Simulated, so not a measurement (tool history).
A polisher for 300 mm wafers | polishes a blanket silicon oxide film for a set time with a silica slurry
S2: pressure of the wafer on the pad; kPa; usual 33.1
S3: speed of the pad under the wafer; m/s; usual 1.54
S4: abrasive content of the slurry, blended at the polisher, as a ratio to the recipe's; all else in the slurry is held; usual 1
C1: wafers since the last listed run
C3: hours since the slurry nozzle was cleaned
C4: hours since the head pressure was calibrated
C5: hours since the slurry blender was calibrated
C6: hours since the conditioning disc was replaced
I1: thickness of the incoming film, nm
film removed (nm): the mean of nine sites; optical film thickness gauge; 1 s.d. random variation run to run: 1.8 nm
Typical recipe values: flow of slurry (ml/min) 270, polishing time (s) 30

Run 1, hour 0: usual settings but flow of slurry (ml/min) 315; C1 0; wafers polished on this pad 1918; C3 48.7; C4 557.9; C5 47.1; C6 232.2; I1 1898.6. Result: film removed (nm) 177.2.
At hour 23: worn pad replaced by a new one.
Run 2, hour 41: usual settings; C1 519; wafers polished on this pad 252; C3 89.7; C4 598.9; C5 88.1; C6 273.2; I1 1914.6. Result: film removed (nm) 172.9.
At hour 46.3: conditioning disc replaced and pad reconditioned.
Run 3, hour 72.7: usual settings; C1 416; wafers polished on this pad 669; C3 121.4; C4 630.6; C5 119.8; C6 26.4; I1 1880.3. Result: film removed (nm) 171.4.
Run 4, hour 125.7: usual settings; C1 744; wafers polished on this pad 1413; C3 174.4; C4 683.6; C5 172.8; C6 79.4; I1 1856.4. Result: film removed (nm) 172.6.
At hour 160.5: worn pad replaced by a new one.
Run 5, hour 162.6: usual settings; C1 461; wafers polished on this pad 29; C3 211.3; C4 720.5; C5 209.7; C6 116.3; I1 1838.2. Result: film removed (nm) 171.
Run 6, hour 226.5: usual settings but S2 41.4 kPa; C1 897; wafers polished on this pad 926; C3 275.2; C4 784.4; C5 273.6; C6 180.2; I1 1898.6. Result: film removed (nm) 215.4.
At hour 266.2: slurry blender recalibrated.
At hour 279.9: conditioning disc replaced and pad reconditioned.
Run 7, hour 307.4: usual settings but S2 41.4 kPa; C1 1079; wafers polished on this pad 2006; C3 356.1; C4 865.3; C5 41.2; C6 27.5; I1 1845.5. Result: film removed (nm) 213.3.
At hour 310.1: slurry nozzle cleaned.
At hour 321.7: worn pad replaced by a new one.
Run 8, hour 366.6: usual settings; C1 760; wafers polished on this pad 629; C3 56.5; C4 924.5; C5 100.4; C6 86.7; I1 1878.8. Result: film removed (nm) 170.
Run 9, hour 425.8: usual settings; C1 831; wafers polished on this pad 1460; C3 115.7; C4 983.7; C5 159.6; C6 145.9; I1 1899.7. Result: film removed (nm) 173.3.
Run 10, hour 454: usual settings; C1 395; wafers polished on this pad 1856; C3 143.9; C4 1011.9; C5 187.8; C6 174.1; I1 1854.1. Result: film removed (nm) 172.6.
At hour 461.4: worn pad replaced by a new one.
Run 11, hour 487.3: usual settings but flow of slurry (ml/min) 235, S2 35.9 kPa, S4 0.75; C1 411; wafers polished on this pad 363; C3 177.2; C4 1045.2; C5 221.1; C6 207.4; I1 1868.7. Result: film removed (nm) 160.7.
At hour 513.5: conditioning disc replaced and pad reconditioned.
At hour 538.4: slurry blender recalibrated.
Run 12, hour 541.4: usual settings but flow of slurry (ml/min) 175, S2 43.4 kPa, S3 1.9 m/s, polishing time (s) 27; C1 703; wafers polished on this pad 1067; C3 231.3; C4 1099.3; C5 3; C6 27.9; I1 1873.2. Result: film removed (nm) 224.7.
At hour 561.2: head pressure recalibrated.
Run 13, hour 590: usual settings but flow of slurry (ml/min) 345; C1 654; wafers polished on this pad 1721; C3 279.9; C4 28.8; C5 51.6; C6 76.5; I1 1859.8. Result: film removed (nm) 172.8.
At hour 599.4: worn pad replaced by a new one.
Run 14, hour 614.5: usual settings but flow of slurry (ml/min) 300, polishing time (s) 33; C1 287; wafers polished on this pad 211; C3 304.4; C4 53.3; C5 76.1; C6 101; I1 1869. Result: film removed (nm) 193.3.
Run 15, hour 660: usual settings; C1 638; wafers polished on this pad 850; C3 349.9; C4 98.8; C5 121.6; C6 146.5; I1 1853.4. Result: film removed (nm) 172.5.
At hour 670.5: slurry nozzle cleaned.
Run 16, hour 711.2: usual settings but flow of slurry (ml/min) 330, polishing time (s) 21; C1 704; wafers polished on this pad 1555; C3 40.7; C4 150; C5 172.8; C6 197.7; I1 1872.9. Result: film removed (nm) 121.9.

State the hidden condition of the tool at each of the runs:
removal rate lost through wear of the pad, %: 0, the same for each run
slurry flow missing at the pad, %: 0, the same for each run
deviation of the head's pressure from its setpoint, %: 0, the same for each run
abrasive missing from the slurry, %: 0, the same for each run
time polished since the conditioner stopped cutting, s: 0, the same for each run
